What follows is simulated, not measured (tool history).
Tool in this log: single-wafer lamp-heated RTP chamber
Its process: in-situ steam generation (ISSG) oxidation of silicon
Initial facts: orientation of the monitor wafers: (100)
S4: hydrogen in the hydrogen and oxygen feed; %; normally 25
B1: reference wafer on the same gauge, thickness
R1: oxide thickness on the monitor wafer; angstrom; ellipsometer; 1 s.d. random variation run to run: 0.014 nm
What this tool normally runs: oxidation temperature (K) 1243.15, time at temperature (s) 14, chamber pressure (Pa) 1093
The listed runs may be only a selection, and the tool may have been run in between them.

Run 1, hour 0.0: usual settings; B1 4.099. Result: R1 44.35 angstrom.
Run 2, hour 90.2: usual settings; B1 4.103. Result: R1 44.54 angstrom.
At hour 126.7: pyrometer window cleaned and pyrometer calibrated.
Run 3, hour 171.7: usual settings; B1 4.094. Result: R1 44.39 angstrom.
Run 4, hour 250.6: usual settings; B1 4.089. Result: R1 44.77 angstrom.
Run 5, hour 339.6: usual settings; B1 4.088. Result: R1 44.38 angstrom.
Run 6, hour 384.8: usual settings; B1 4.089. Result: R1 44.59 angstrom.
Run 7, hour 478.7: usual settings; B1 4.079. Result: R1 44.29 angstrom.
Run 8, hour 557.3: usual settings; B1 4.079. Result: R1 44.32 angstrom.
At hour 635.6: pyrometer window cleaned and pyrometer calibrated.
Run 9, hour 663.4: usual settings; B1 4.078. Result: R1 44.42 angstrom.
At hour 681.3: gauge calibrated.
Run 10, hour 727.9: usual settings but time at temperature (s) 12; B1 4.185. Result: R1 42.80 angstrom.
Run 11, hour 767.9: usual settings but time at temperature (s) 12; B1 4.182. Result: R1 42.82 angstrom.
Run 12, hour 820.4: usual settings; B1 4.181. Result: R1 45.29 angstrom.
At hour 839.8: pressure gauge zeroed.
Run 13, hour 856.8: usual settings but chamber pressure (Pa) 973; B1 4.177. Result: R1 45.21 angstrom.
Run 14, hour 952.1: usual settings but oxidation temperature (K) 1255.15, chamber pressure (Pa) 1160, S4 28 %; B1 4.174. Result: R1 48.43 angstrom.
Run 15, hour 1035.8: usual settings; B1 4.170. Result: R1 45.24 angstrom.
Run 16, hour 1141.9: usual settings but oxidation temperature (K) 1260.15, time at temperature (s) 10, chamber pressure (Pa) 1253; B1 4.164. Result: R1 40.87 angstrom.
At hour 1169.3: pyrometer window cleaned and pyrometer calibrated.
Run 17, hour 1213.5: usual settings but oxidation temperature (K) 1252.15, chamber pressure (Pa) 987, S4 18 %; B1 4.157. Result: R1 42.86 angstrom.
At hour 1278.8: hydrogen flow controller replaced.
Run 18, hour 1313.8: usual settings; B1 4.158. Result: R1 45.04 angstrom.
Run 19, hour 1393.3: usual settings but oxidation temperature (K) 1231.15, chamber pressure (Pa) 960, S4 29 %; B1 4.155. Result: R1 45.49 angstrom.
Run 20, hour 1454.6: usual settings; B1 4.155. Result: R1 45.09 angstrom.
Run 21, hour 1575.1: usual settings but oxidation temperature (K) 1250.15, chamber pressure (Pa) 987, S4 32 %; B1 4.148. Result: R1 49.45 angstrom.
At hour 1603.9: pyrometer window cleaned and pyrometer calibrated.
Run 22, hour 1621.4: usual settings but S4 20 %; B1 4.146. Result: R1 42.65 angstrom.
Run 23, hour 1669.6: usual settings but oxidation temperature (K) 1259.15, S4 32 %; B1 4.145. Result: R1 50.47 angstrom.
Run 24, hour 1737.4: usual settings but oxidation temperature (K) 1226.15; B1 4.146. Result: R1 42.90 angstrom.

Results per run with the tool's hidden condition removed, run-to-run variation unchanged:
Hidden state present: true wafer temperature minus pyrometer reading, K; true pressure minus gauge reading, Torr; deviation of the hydrogen flow from its setpoint, %; gauge reads high (%).
run     R1
  1  45.20
  2  45.43
  3  45.32
  4  45.74
  5  45.38
  6  45.62
  7  45.37
  8  45.43
  9  45.58
 10  42.76
 11  42.79
 12  45.29
 13  45.23
 14  48.50
 15  45.34
 16  41.01
 17  43.03
 18  45.27
 19  45.76
 20  45.39
 21  49.83
 22  43.00
 23  50.91
 24  43.31
